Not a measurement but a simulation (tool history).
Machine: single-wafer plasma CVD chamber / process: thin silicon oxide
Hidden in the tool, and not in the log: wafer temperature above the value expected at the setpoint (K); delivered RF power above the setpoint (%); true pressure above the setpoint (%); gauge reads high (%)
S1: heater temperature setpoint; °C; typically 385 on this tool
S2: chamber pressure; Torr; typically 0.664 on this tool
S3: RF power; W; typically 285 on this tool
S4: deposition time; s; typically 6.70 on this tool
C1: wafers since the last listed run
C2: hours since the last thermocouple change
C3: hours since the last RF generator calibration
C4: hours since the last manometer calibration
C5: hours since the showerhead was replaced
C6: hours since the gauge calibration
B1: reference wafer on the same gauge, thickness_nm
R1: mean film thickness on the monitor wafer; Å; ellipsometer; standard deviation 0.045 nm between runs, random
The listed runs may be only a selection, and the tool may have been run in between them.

run	hour	S1	S2	S3	S4	C1	C2	C3	C4	C5	C6	B1	R1
1	0.0	385	0.664	285	7.10	0	1495.5	827.9	1482.6	3435.8	581.3	8.699	99.97
2	30.8	385	0.664	285	7.10	649	1526.3	858.7	1513.4	3466.6	612.1	8.700	99.00
3	51.7	385	0.664	285	6.70	440	1547.2	879.6	1534.3	3487.5	633.0	8.691	92.97
# hour 89.2: RF generator calibrated
# hour 146.5: gauge calibrated
4	157.7	385	0.664	285	6.70	2065	1653.2	68.5	1640.3	3593.5	11.2	8.689	97.18
5	190.6	385	0.664	285	6.70	693	1686.1	101.4	1673.2	3626.4	44.1	8.703	97.24
6	213.5	385	0.664	285	6.70	482	1709.0	124.3	1696.1	3649.3	67.0	8.697	97.00
7	233.0	385	0.664	245	6.70	411	1728.5	143.8	1715.6	3668.8	86.5	8.707	88.12
8	253.2	385	0.664	245	6.70	425	1748.7	164.0	1735.8	3689.0	106.7	8.707	88.10
9	268.2	385	0.664	245	6.70	316	1763.7	179.0	1750.8	3704.0	121.7	8.703	88.63
# hour 288.3: showerhead replaced
10	289.2	385	0.664	265	6.37	274	1784.7	200.0	1771.8	0.9	142.7	8.702	87.57
11	313.5	398	0.664	285	6.70	512	1809.0	224.3	1796.1	25.2	167.0	8.702	95.31
# hour 353.0: capacitance manometer re-zeroed and calibrated
12	353.5	385	0.664	285	6.70	674	1849.0	264.3	0.5	65.2	207.0	8.707	104.92
13	434.7	385	0.514	315	7.33	1711	1930.2	345.5	81.7	146.4	288.2	8.710	92.74
14	458.4	393	0.664	285	7.57	499	1953.9	369.2	105.4	170.1	311.9	8.700	115.58
# hour 495.0: thermocouple changed; heater temperature recalibrated
15	495.5	385	0.664	285	6.70	613	0.5	406.3	142.5	207.2	349.0	8.701	103.15
16	513.0	385	0.664	285	7.10	368	18.0	423.8	160.0	224.7	366.5	8.692	108.59
17	527.0	385	0.664	285	6.70	295	32.0	437.8	174.0	238.7	380.5	8.706	102.84
18	551.4	397	0.664	285	5.45	514	56.4	462.2	198.4	263.1	404.9	8.693	82.86
19	571.6	385	0.586	340	6.70	425	76.6	482.4	218.6	283.3	425.1	8.701	98.16
20	589.8	385	0.793	305	7.96	383	94.8	500.6	236.8	301.5	443.3	8.701	148.41
21	614.5	385	0.664	285	6.70	520	119.5	525.3	261.5	326.2	468.0	8.701	101.50
22	639.8	385	0.664	285	6.70	533	144.8	550.6	286.8	351.5	493.3	8.707	100.68
23	658.0	385	0.583	285	6.70	383	163.0	568.8	305.0	369.7	511.5	8.699	87.72
24	690.5	385	0.664	265	6.37	685	195.5	601.3	337.5	402.2	544.0	8.705	91.29
25	720.0	393	0.498	340	6.70	621	225.0	630.8	367.0	431.7	573.5	8.712	81.13
26	752.8	378	0.664	340	6.23	691	257.8	663.6	399.8	464.5	606.3	8.696	101.79
27	779.3	385	0.664	285	7.27	558	284.3	690.1	426.3	491.0	632.8	8.694	107.42
28	802.4	372	0.664	330	7.69	486	307.4	713.2	449.4	514.1	655.9	8.705	123.71
# hour 806.2: gauge calibrated
29	828.4	396	0.583	265	6.70	548	333.4	739.2	475.4	540.1	22.2	8.705	81.74

Branching from run 29: 4 alternative next runs. What would each branch give?
A	828.8	385	0.664	285	7.56	8	333.8	739.6	475.8	540.5	22.6	?	?
B	828.8	374	0.814	310	7.48	8	333.8	739.6	475.8	540.5	22.6	?	?
C	828.8	385	0.664	245	7.09	8	333.8	739.6	475.8	540.5	22.6	?	?
D	828.8	385	0.664	315	6.70	8	333.8	739.6	475.8	540.5	22.6	?	?

run	B1	R1
A	8.696	111.23
B	8.696	141.44
C	8.696	95.11
D	8.696	104.16
The same runs, with their run-to-run variation unchanged, on a tool lacking any hidden condition would have given:
run	R1
A	119.92
B	151.53
C	102.89
D	111.96

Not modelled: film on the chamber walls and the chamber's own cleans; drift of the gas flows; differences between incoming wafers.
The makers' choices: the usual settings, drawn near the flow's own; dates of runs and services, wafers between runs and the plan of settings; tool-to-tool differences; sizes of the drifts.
